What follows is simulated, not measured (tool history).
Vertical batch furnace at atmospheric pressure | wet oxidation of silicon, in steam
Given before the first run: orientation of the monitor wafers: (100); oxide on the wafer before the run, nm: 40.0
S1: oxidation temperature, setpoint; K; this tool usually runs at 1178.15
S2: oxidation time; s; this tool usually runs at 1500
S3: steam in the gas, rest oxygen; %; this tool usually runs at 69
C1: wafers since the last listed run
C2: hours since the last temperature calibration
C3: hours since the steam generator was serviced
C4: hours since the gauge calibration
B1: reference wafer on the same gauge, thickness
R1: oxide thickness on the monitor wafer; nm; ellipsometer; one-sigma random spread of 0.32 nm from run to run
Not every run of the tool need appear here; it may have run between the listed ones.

{"run": 1, "hour": 0.0, "S1": 1165.15, "S2": 1500, "S3": 69, "C1": 0, "C2": 3252.5, "C3": 2086.7, "C4": 726.0, "B1": 78.01, "R1": 77.01}
{"run": 2, "hour": 57.8, "S1": 1165.15, "S2": 1500, "S3": 69, "C1": 485, "C2": 3310.3, "C3": 2144.5, "C4": 783.8, "B1": 78.01, "R1": 76.98}
{"run": 3, "hour": 150.1, "S1": 1165.15, "S2": 1500, "S3": 69, "C1": 775, "C2": 3402.6, "C3": 2236.8, "C4": 876.1, "B1": 78.02, "R1": 77.1}
{"run": 4, "hour": 235.5, "S1": 1178.15, "S2": 1500, "S3": 69, "C1": 717, "C2": 3488.0, "C3": 2322.2, "C4": 961.5, "B1": 77.91, "R1": 85.3}
{"run": 5, "hour": 335.4, "S1": 1178.15, "S2": 1500, "S3": 69, "C1": 839, "C2": 3587.9, "C3": 2422.1, "C4": 1061.4, "B1": 78.03, "R1": 85.36}
{"run": 6, "hour": 428.1, "S1": 1178.15, "S2": 1500, "S3": 69, "C1": 779, "C2": 3680.6, "C3": 2514.8, "C4": 1154.1, "B1": 77.98, "R1": 84.84}
{"run": 7, "hour": 489.4, "S1": 1178.15, "S2": 1500, "S3": 69, "C1": 515, "C2": 3741.9, "C3": 2576.1, "C4": 1215.4, "B1": 78.04, "R1": 85.38}
{"run": 8, "hour": 528.2, "S1": 1178.15, "S2": 1500, "S3": 69, "C1": 326, "C2": 3780.7, "C3": 2614.9, "C4": 1254.2, "B1": 77.96, "R1": 85.13}
{"run": 9, "hour": 566.2, "S1": 1178.15, "S2": 1500, "S3": 69, "C1": 319, "C2": 3818.7, "C3": 2652.9, "C4": 1292.2, "B1": 78.02, "R1": 85.56}
{"hour": 618.5, "done": "gauge calibrated"}
{"run": 10, "hour": 650.3, "S1": 1178.15, "S2": 1500, "S3": 69, "C1": 706, "C2": 3902.8, "C3": 2737.0, "C4": 31.8, "B1": 77.96, "R1": 84.77}
{"run": 11, "hour": 733.0, "S1": 1193.15, "S2": 1980, "S3": 74, "C1": 695, "C2": 3985.5, "C3": 2819.7, "C4": 114.5, "B1": 78.04, "R1": 116.81}
{"hour": 806.2, "done": "steam generator serviced"}
{"run": 12, "hour": 829.3, "S1": 1187.15, "S2": 2250, "S3": 78, "C1": 607, "C2": 4081.8, "C3": 23.1, "C4": 210.8, "B1": 78.01, "R1": 131.77}
{"run": 13, "hour": 868.7, "S1": 1168.15, "S2": 1260, "S3": 72, "C1": 331, "C2": 4121.2, "C3": 62.5, "C4": 250.2, "B1": 77.99, "R1": 76.66}
{"run": 14, "hour": 971.7, "S1": 1178.15, "S2": 1500, "S3": 69, "C1": 865, "C2": 4224.2, "C3": 165.5, "C4": 353.2, "B1": 78.02, "R1": 88.22}

For run 15, what comes out?
{"run": 15, "hour": 1032.6, "S1": 1193.15, "S2": 1680, "S3": 79, "C1": 511, "C2": 4285.1, "C3": 226.4, "C4": 414.1, "B1": "?", "R1": "?"}

B1: 78.02
R1: 114.15 nm
On a tool with no hidden condition, and with the same random variation, this run would have come out at R1 115.67 nm.
